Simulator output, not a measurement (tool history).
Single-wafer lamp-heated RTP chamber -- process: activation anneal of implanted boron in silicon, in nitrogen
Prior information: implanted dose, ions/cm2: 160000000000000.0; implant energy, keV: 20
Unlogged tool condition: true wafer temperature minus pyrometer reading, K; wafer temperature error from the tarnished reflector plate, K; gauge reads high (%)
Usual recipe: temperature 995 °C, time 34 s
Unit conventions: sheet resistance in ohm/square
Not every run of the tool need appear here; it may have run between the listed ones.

run,day,temperature,time,wafers since the last listed run,wafers since the last pyrometer calibration,wafers since the reflector plate was cleaned,hours since the gauge calibration,"read-back reference wafer on the same gauge, sheet resistance",sheet resistance
1,0,995,43,0,664,6220,59.7,549.24,549.88
2,0.729,1019,46,194,859,6415,77.2,549.06,546.61
3,1.971,1019,46,331,1190,6747,107,549.17,545.13
4,2.988,995,34,271,1462,7018,131.4,548.98,549.45
5,4.471,995,34,396,1858,7414,167,548.8,549.77
# day 5.262: pyrometer window cleaned and pyrometer calibrated
6,5.779,995,34,260,137,7674,198.4,548.97,551.08
7,6.496,1016,39,191,329,7866,215.6,548.79,546.32
8,7.471,1016,39,260,589,8126,239,549.01,547.85
9,8.546,971,14,287,876,8413,264.8,549.29,569.4
# day 9.392: gauge calibrated
10,9.592,995,51,279,1155,8692,4.8,549.08,548.01
# day 11.846: reflector plate cleaned
# day 12.942: pyrometer window cleaned and pyrometer calibrated
11,12.962,986,34,722,6,209,85.7,548.92,551.83
12,13.788,995,46,220,226,429,105.5,549.05,549.38
13,15.012,995,34,327,553,756,134.9,548.73,550.26
14,15.958,995,45,252,805,1009,157.6,549.34,549.42
15,16.975,995,34,271,1077,1280,182,548.88,549.53
16,17.667,995,34,184,1262,1465,198.6,549.34,549.89

Forecast each of these 3 alternatives for the next run:
A,17.683,995,34,4,1266,1469,199,?,?
B,17.683,980,34,4,1266,1469,199,?,?
C,17.683,987,21,4,1266,1469,199,?,?

run,"read-back reference wafer on the same gauge, sheet resistance",sheet resistance
A,548.91,549.96
B,548.91,555.02
C,548.91,554.44
The same runs, with their run-to-run variation unchanged, on a tool lacking any hidden condition would have given:
run,sheet resistance
A,549.96
B,555.02
C,554.44
